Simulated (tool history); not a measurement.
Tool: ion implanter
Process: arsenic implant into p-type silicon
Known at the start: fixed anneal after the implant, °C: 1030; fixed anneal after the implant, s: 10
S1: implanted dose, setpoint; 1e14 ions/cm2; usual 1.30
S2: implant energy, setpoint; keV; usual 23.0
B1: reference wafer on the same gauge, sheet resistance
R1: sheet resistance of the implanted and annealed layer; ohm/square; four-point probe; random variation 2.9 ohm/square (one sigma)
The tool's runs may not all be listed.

{"run": 1, "hour": 0.0, "S1": 1.3, "S2": 20.5, "B1": 465.1, "R1": 523.61}
{"run": 2, "hour": 44.2, "S1": 1.3, "S2": 20.5, "B1": 465.59, "R1": 527.8}
{"run": 3, "hour": 168.5, "S1": 1.3, "S2": 20.5, "B1": 464.83, "R1": 526.8}
{"run": 4, "hour": 216.4, "S1": 1.3, "S2": 23.0, "B1": 464.19, "R1": 516.14}
{"run": 5, "hour": 252.1, "S1": 1.3, "S2": 23.0, "B1": 464.89, "R1": 514.15}
{"run": 6, "hour": 304.0, "S1": 1.3, "S2": 23.0, "B1": 464.88, "R1": 513.0}
{"run": 7, "hour": 336.4, "S1": 1.02, "S2": 23.0, "B1": 465.28, "R1": 607.39}
{"run": 8, "hour": 376.8, "S1": 1.02, "S2": 23.0, "B1": 465.13, "R1": 608.86}
{"run": 9, "hour": 404.8, "S1": 1.02, "S2": 23.0, "B1": 465.8, "R1": 599.65}
{"run": 10, "hour": 443.1, "S1": 1.6, "S2": 23.0, "B1": 464.58, "R1": 438.21}
{"hour": 476.0, "done": "Faraday cup replaced and dose calibrated"}
{"run": 11, "hour": 498.9, "S1": 1.3, "S2": 23.0, "B1": 465.11, "R1": 525.71}
{"run": 12, "hour": 557.8, "S1": 1.3, "S2": 23.0, "B1": 464.45, "R1": 523.07}
{"run": 13, "hour": 589.4, "S1": 1.3, "S2": 29.5, "B1": 464.81, "R1": 498.92}
{"run": 14, "hour": 646.1, "S1": 1.3, "S2": 29.5, "B1": 465.02, "R1": 505.35}
{"run": 15, "hour": 686.7, "S1": 1.3, "S2": 29.5, "B1": 464.56, "R1": 500.52}
{"run": 16, "hour": 737.6, "S1": 1.3, "S2": 23.0, "B1": 465.37, "R1": 520.19}
{"run": 17, "hour": 803.5, "S1": 1.0, "S2": 16.0, "B1": 465.47, "R1": 668.51}
{"run": 18, "hour": 845.9, "S1": 1.67, "S2": 18.5, "B1": 465.54, "R1": 446.61}
{"run": 19, "hour": 898.4, "S1": 1.3, "S2": 23.0, "B1": 465.05, "R1": 525.1}
{"run": 20, "hour": 942.2, "S1": 1.3, "S2": 17.5, "B1": 465.26, "R1": 546.7}
{"hour": 980.5, "done": "extraction supply calibrated"}
{"run": 21, "hour": 1001.0, "S1": 1.3, "S2": 23.0, "B1": 464.81, "R1": 520.89}
{"run": 22, "hour": 1055.1, "S1": 1.3, "S2": 18.0, "B1": 464.88, "R1": 547.68}
{"run": 23, "hour": 1115.7, "S1": 1.3, "S2": 23.0, "B1": 465.64, "R1": 521.58}
{"hour": 1132.1, "done": "gauge calibrated"}
{"run": 24, "hour": 1167.1, "S1": 1.55, "S2": 19.5, "B1": 464.67, "R1": 471.83}
{"run": 25, "hour": 1238.6, "S1": 1.09, "S2": 25.0, "B1": 465.64, "R1": 589.33}
{"run": 26, "hour": 1268.0, "S1": 1.19, "S2": 28.0, "B1": 464.93, "R1": 536.62}
{"run": 27, "hour": 1338.1, "S1": 1.3, "S2": 23.0, "B1": 465.21, "R1": 523.4}
{"run": 28, "hour": 1406.2, "S1": 1.54, "S2": 18.0, "B1": 464.82, "R1": 476.31}
{"run": 29, "hour": 1434.1, "S1": 0.97, "S2": 15.5, "B1": 465.34, "R1": 674.62}
{"run": 30, "hour": 1505.8, "S1": 1.3, "S2": 23.0, "B1": 465.54, "R1": 513.95}
{"run": 31, "hour": 1529.8, "S1": 1.49, "S2": 27.0, "B1": 464.98, "R1": 455.69}
{"run": 32, "hour": 1555.2, "S1": 0.95, "S2": 28.0, "B1": 465.29, "R1": 621.14}

Some steps in R1 between neighbouring runs. How much of each would the tool show without its hidden state too (settings, what came in, random variation), and how much is left for the hidden state, with any gauge scatter that isn't in both results?
The hidden state here: deviation of the true dose from the Faraday cup's reading, %; deviation of the true energy from its setpoint, %; gauge reads high (%).
Run 6 -> 7: S1 1.30 -> 1.02. R1 +94.39 ohm/square: hidden state -2.47, all else +96.86.
Run 9 -> 10: S1 1.02 -> 1.60. R1 -161.44 ohm/square: hidden state +3.09, all else -164.53.
Run 10 -> 11: S1 1.60 -> 1.30, Faraday cup replaced and dose calibrated. R1 +87.50 ohm/square: hidden state +12.96, all else +74.54.
Run 17 -> 18: S1 1.00 -> 1.67, S2 16.0 -> 18.5. R1 -221.90 ohm/square: hidden state +0.07, all else -221.97.
Run 28 -> 29: S1 1.54 -> 0.97, S2 18.0 -> 15.5. R1 +198.31 ohm/square: hidden state -2.15, all else +200.46.
Run 31 -> 32: S1 1.49 -> 0.95, S2 27.0 -> 28.0. R1 +165.45 ohm/square: hidden state -2.00, all else +167.45.
